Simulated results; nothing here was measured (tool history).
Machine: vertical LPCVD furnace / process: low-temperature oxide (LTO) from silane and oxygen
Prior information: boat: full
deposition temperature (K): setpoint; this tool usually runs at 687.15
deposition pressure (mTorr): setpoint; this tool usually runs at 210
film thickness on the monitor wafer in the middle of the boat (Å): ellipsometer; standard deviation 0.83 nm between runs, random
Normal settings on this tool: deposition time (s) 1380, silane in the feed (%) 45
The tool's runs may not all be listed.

run,hour,deposition temperature (K),deposition pressure (mTorr),deposition time (s),silane in the feed (%),"read-back reference wafer on the same gauge, thickness",film thickness on the monitor wafer in the middle of the boat (Å)
1,0,687.15,210,1770,50,282.96,3516
2,39.5,687.15,210,1770,50,282.87,3504.7
3,111.6,687.15,210,1770,50,283.14,3531.2
4,207.8,687.15,210,1380,45,283.29,2500
5,266.2,687.15,210,1080,48,282.97,2076.2
6,353.6,687.15,210,1380,45,282.95,2507.7
# hour 445.2: pressure gauge zeroed
7,445.7,687.15,210,1380,45,282.73,2512.4
8,520,687.15,210,1380,45,283.14,2509.2
9,574.2,687.15,210,1380,45,282.84,2517.4
10,640.6,687.15,210,1380,45,283.15,2509.7
11,928.4,687.15,210,1380,45,282.55,2506.7
# hour 1009.9: silane flow controller replaced
12,1013,687.15,235,1380,38,282.81,2329.8
13,1111.9,687.15,260,1380,45,283.13,3124.4
# hour 1162: gauge calibrated
14,1216.7,687.15,210,1380,45,283.32,2526.9
# hour 1257.7: thermocouples replaced and temperature profile calibrated
15,1280.9,687.15,210,1380,45,282.9,2492.3
16,1352.3,687.15,210,1380,45,282.84,2486.2
17,1411.1,687.15,250,1380,45,283.28,2983.9
18,1487.2,687.15,210,1380,45,283.06,2494.2
19,1545.6,687.15,210,1380,45,282.97,2488.5
20,1618.4,687.15,225,1380,45,283.07,2679.5
21,1866.2,687.15,170,1380,49,282.83,2175.5
22,1906.3,699.15,245,1890,45,283.13,4483.1
23,1962.5,677.15,160,1380,37,283.37,1369.6
24,2069.8,679.15,230,1710,50,282.88,3430.3
25,2136.3,682.15,250,1050,41,282.87,1944.9
26,2196.9,683.15,225,1380,50,282.97,2816.1
27,2264.1,687.15,210,1380,45,283.32,2489.6
28,2326.9,698.15,210,1050,45,282.76,2114.7
29,2378.8,679.15,210,1230,50,283.02,2248.4
30,2422.6,687.15,210,1380,45,282.93,2510.6
31,2462.9,687.15,210,1380,50,283.11,2753.6

Alternative continuations, all from the tool just after run 31; predict every row:
A,2466.7,687.15,210,1680,45,?,?
B,2466.7,696.15,165,1860,45,?,?
C,2466.7,682.15,245,1380,50,?,?
D,2466.7,698.15,210,1380,45,?,?

run,"read-back reference wafer on the same gauge, thickness",film thickness on the monitor wafer in the middle of the boat (Å)
A,282.87,3026.7
B,282.87,2876.6
C,282.87,3029
D,282.87,2769.1
Stripped of hidden state, with their random variation kept, the same runs would have yielded:
run,film thickness on the monitor wafer in the middle of the boat (Å)
A,3007.6
B,2859
C,3010.2
D,2752.3

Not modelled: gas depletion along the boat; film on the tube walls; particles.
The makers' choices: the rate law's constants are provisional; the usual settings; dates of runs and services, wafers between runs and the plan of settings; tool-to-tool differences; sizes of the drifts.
